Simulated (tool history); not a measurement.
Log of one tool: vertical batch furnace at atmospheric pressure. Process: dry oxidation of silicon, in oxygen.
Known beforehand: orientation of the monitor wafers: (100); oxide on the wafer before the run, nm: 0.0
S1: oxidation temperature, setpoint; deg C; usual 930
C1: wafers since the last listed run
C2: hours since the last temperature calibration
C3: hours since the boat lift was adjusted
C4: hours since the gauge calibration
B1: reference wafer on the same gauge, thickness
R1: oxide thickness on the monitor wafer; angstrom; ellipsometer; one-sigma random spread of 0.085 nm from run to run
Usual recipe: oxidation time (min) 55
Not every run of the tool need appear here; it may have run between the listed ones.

{"run": 1, "hour": 0.0, "S1": 930, "oxidation time (min)": 55, "C1": 0, "C2": 1182.4, "C3": 4275, "C4": 196.4, "B1": 23.42, "R1": 272.5}
{"run": 2, "hour": 15.2, "S1": 930, "oxidation time (min)": 55, "C1": 178, "C2": 1197.6, "C3": 4290.2, "C4": 211.6, "B1": 23.4, "R1": 273}
{"run": 3, "hour": 26.7, "S1": 930, "oxidation time (min)": 55, "C1": 134, "C2": 1209.1, "C3": 4301.7, "C4": 223.1, "B1": 23.41, "R1": 273.3}
{"run": 4, "hour": 40.0, "S1": 930, "oxidation time (min)": 55, "C1": 155, "C2": 1222.4, "C3": 4315, "C4": 236.4, "B1": 23.39, "R1": 273.3}
{"run": 5, "hour": 56.9, "S1": 940, "oxidation time (min)": 55, "C1": 198, "C2": 1239.3, "C3": 4331.9, "C4": 253.3, "B1": 23.39, "R1": 301.5}
{"run": 6, "hour": 73.9, "S1": 930, "oxidation time (min)": 55, "C1": 199, "C2": 1256.3, "C3": 4348.9, "C4": 270.3, "B1": 23.39, "R1": 272}
{"run": 7, "hour": 89.8, "S1": 948, "oxidation time (min)": 43.5, "C1": 186, "C2": 1272.2, "C3": 4364.8, "C4": 286.2, "B1": 23.4, "R1": 283.2}
{"run": 8, "hour": 98.3, "S1": 948, "oxidation time (min)": 43.5, "C1": 99, "C2": 1280.7, "C3": 4373.3, "C4": 294.7, "B1": 23.4, "R1": 283.8}
{"run": 9, "hour": 108.5, "S1": 948, "oxidation time (min)": 43.5, "C1": 119, "C2": 1290.9, "C3": 4383.5, "C4": 304.9, "B1": 23.42, "R1": 284.3}
{"run": 10, "hour": 122.6, "S1": 930, "oxidation time (min)": 70, "C1": 165, "C2": 1305, "C3": 4397.6, "C4": 319, "B1": 23.41, "R1": 320.7}
{"run": 11, "hour": 132.1, "S1": 930, "oxidation time (min)": 70, "C1": 111, "C2": 1314.5, "C3": 4407.1, "C4": 328.5, "B1": 23.42, "R1": 321.3}
{"run": 12, "hour": 148.8, "S1": 930, "oxidation time (min)": 70, "C1": 195, "C2": 1331.2, "C3": 4423.8, "C4": 345.2, "B1": 23.41, "R1": 321}
{"run": 13, "hour": 166.0, "S1": 930, "oxidation time (min)": 55, "C1": 201, "C2": 1348.4, "C3": 4441, "C4": 362.4, "B1": 23.4, "R1": 272.8}
{"hour": 192.8, "done": "boat lift adjusted"}
{"hour": 215.7, "done": "thermocouples replaced and temperature profile calibrated"}
{"run": 14, "hour": 216.2, "S1": 915, "oxidation time (min)": 55, "C1": 38, "C2": 0.5, "C3": 23.4, "C4": 412.6, "B1": 23.39, "R1": 225.2}
{"run": 15, "hour": 220.1, "S1": 915, "oxidation time (min)": 55, "C1": 45, "C2": 4.4, "C3": 27.3, "C4": 416.5, "B1": 23.4, "R1": 225.7}
{"hour": 223.7, "done": "gauge calibrated"}
{"run": 16, "hour": 224.0, "S1": 915, "oxidation time (min)": 55, "C1": 45, "C2": 8.3, "C3": 31.2, "C4": 0.3, "B1": 23.41, "R1": 225.2}
{"run": 17, "hour": 227.8, "S1": 924, "oxidation time (min)": 55, "C1": 44, "C2": 12.1, "C3": 35, "C4": 4.1, "B1": 23.39, "R1": 247.7}
{"run": 18, "hour": 234.8, "S1": 924, "oxidation time (min)": 55, "C1": 82, "C2": 19.1, "C3": 42, "C4": 11.1, "B1": 23.42, "R1": 246}
{"run": 19, "hour": 242.7, "S1": 939, "oxidation time (min)": 47.5, "C1": 92, "C2": 27, "C3": 49.9, "C4": 19, "B1": 23.41, "R1": 261}
{"run": 20, "hour": 249.7, "S1": 921, "oxidation time (min)": 40, "C1": 82, "C2": 34, "C3": 56.9, "C4": 26, "B1": 23.4, "R1": 193.9}
{"run": 21, "hour": 265.5, "S1": 943, "oxidation time (min)": 65, "C1": 185, "C2": 49.8, "C3": 72.7, "C4": 41.8, "B1": 23.38, "R1": 334.6}
{"run": 22, "hour": 281.5, "S1": 906, "oxidation time (min)": 41.5, "C1": 187, "C2": 65.8, "C3": 88.7, "C4": 57.8, "B1": 23.41, "R1": 171.4}
{"run": 23, "hour": 295.6, "S1": 930, "oxidation time (min)": 55, "C1": 165, "C2": 79.9, "C3": 102.8, "C4": 71.9, "B1": 23.4, "R1": 263.1}
{"run": 24, "hour": 306.2, "S1": 924, "oxidation time (min)": 55, "C1": 124, "C2": 90.5, "C3": 113.4, "C4": 82.5, "B1": 23.4, "R1": 246.9}
{"run": 25, "hour": 318.3, "S1": 930, "oxidation time (min)": 55, "C1": 141, "C2": 102.6, "C3": 125.5, "C4": 94.6, "B1": 23.39, "R1": 262.1}
{"run": 26, "hour": 324.4, "S1": 948, "oxidation time (min)": 34, "C1": 71, "C2": 108.7, "C3": 131.6, "C4": 100.7, "B1": 23.41, "R1": 234.2}
{"run": 27, "hour": 342.2, "S1": 930, "oxidation time (min)": 55, "C1": 208, "C2": 126.5, "C3": 149.4, "C4": 118.5, "B1": 23.41, "R1": 263.1}
{"run": 28, "hour": 350.3, "S1": 906, "oxidation time (min)": 55, "C1": 94, "C2": 134.6, "C3": 157.5, "C4": 126.6, "B1": 23.39, "R1": 209}
{"run": 29, "hour": 365.7, "S1": 923, "oxidation time (min)": 45.5, "C1": 180, "C2": 150, "C3": 172.9, "C4": 142, "B1": 23.4, "R1": 217.9}
{"run": 30, "hour": 382.0, "S1": 923, "oxidation time (min)": 63, "C1": 191, "C2": 166.3, "C3": 189.2, "C4": 158.3, "B1": 23.4, "R1": 269.9}
{"run": 31, "hour": 393.2, "S1": 918, "oxidation time (min)": 28, "C1": 131, "C2": 177.5, "C3": 200.4, "C4": 169.5, "B1": 23.4, "R1": 149.8}
{"run": 32, "hour": 432.9, "S1": 912, "oxidation time (min)": 35, "C1": 465, "C2": 217.2, "C3": 240.1, "C4": 209.2, "B1": 23.4, "R1": 164.8}
{"run": 33, "hour": 439.7, "S1": 930, "oxidation time (min)": 55, "C1": 79, "C2": 224, "C3": 246.9, "C4": 216, "B1": 23.4, "R1": 265}
{"run": 34, "hour": 454.2, "S1": 953, "oxidation time (min)": 32.5, "C1": 169, "C2": 238.5, "C3": 261.4, "C4": 230.5, "B1": 23.39, "R1": 245}
{"run": 35, "hour": 468.3, "S1": 948, "oxidation time (min)": 69, "C1": 165, "C2": 252.6, "C3": 275.5, "C4": 244.6, "B1": 23.41, "R1": 373.5}
{"run": 36, "hour": 481.5, "S1": 919, "oxidation time (min)": 74, "C1": 154, "C2": 265.8, "C3": 288.7, "C4": 257.8, "B1": 23.39, "R1": 290.7}
{"run": 37, "hour": 491.3, "S1": 953, "oxidation time (min)": 37.5, "C1": 114, "C2": 275.6, "C3": 298.5, "C4": 267.6, "B1": 23.39, "R1": 267.3}
{"run": 38, "hour": 508.8, "S1": 922, "oxidation time (min)": 81.5, "C1": 205, "C2": 293.1, "C3": 316, "C4": 285.1, "B1": 23.39, "R1": 321.3}

Each row is a separate what-if for the run after 38, all from the same tool condition, not one after another. Results?
{"run": "A", "hour": 512.8, "S1": 930, "oxidation time (min)": 55, "C1": 46, "C2": 297.1, "C3": 320, "C4": 289.1, "B1": "?", "R1": "?"}
{"run": "B", "hour": 512.8, "S1": 930, "oxidation time (min)": 68, "C1": 46, "C2": 297.1, "C3": 320, "C4": 289.1, "B1": "?", "R1": "?"}
{"run": "C", "hour": 512.8, "S1": 910, "oxidation time (min)": 55, "C1": 46, "C2": 297.1, "C3": 320, "C4": 289.1, "B1": "?", "R1": "?"}

run=A B1=23.39 R1=268.1
run=B B1=23.39 R1=308.9
run=C B1=23.39 R1=221.2
Without the tool's unlogged condition, the same runs would have read:
run=A R1=260.9
run=B R1=300.5
run=C R1=215.1
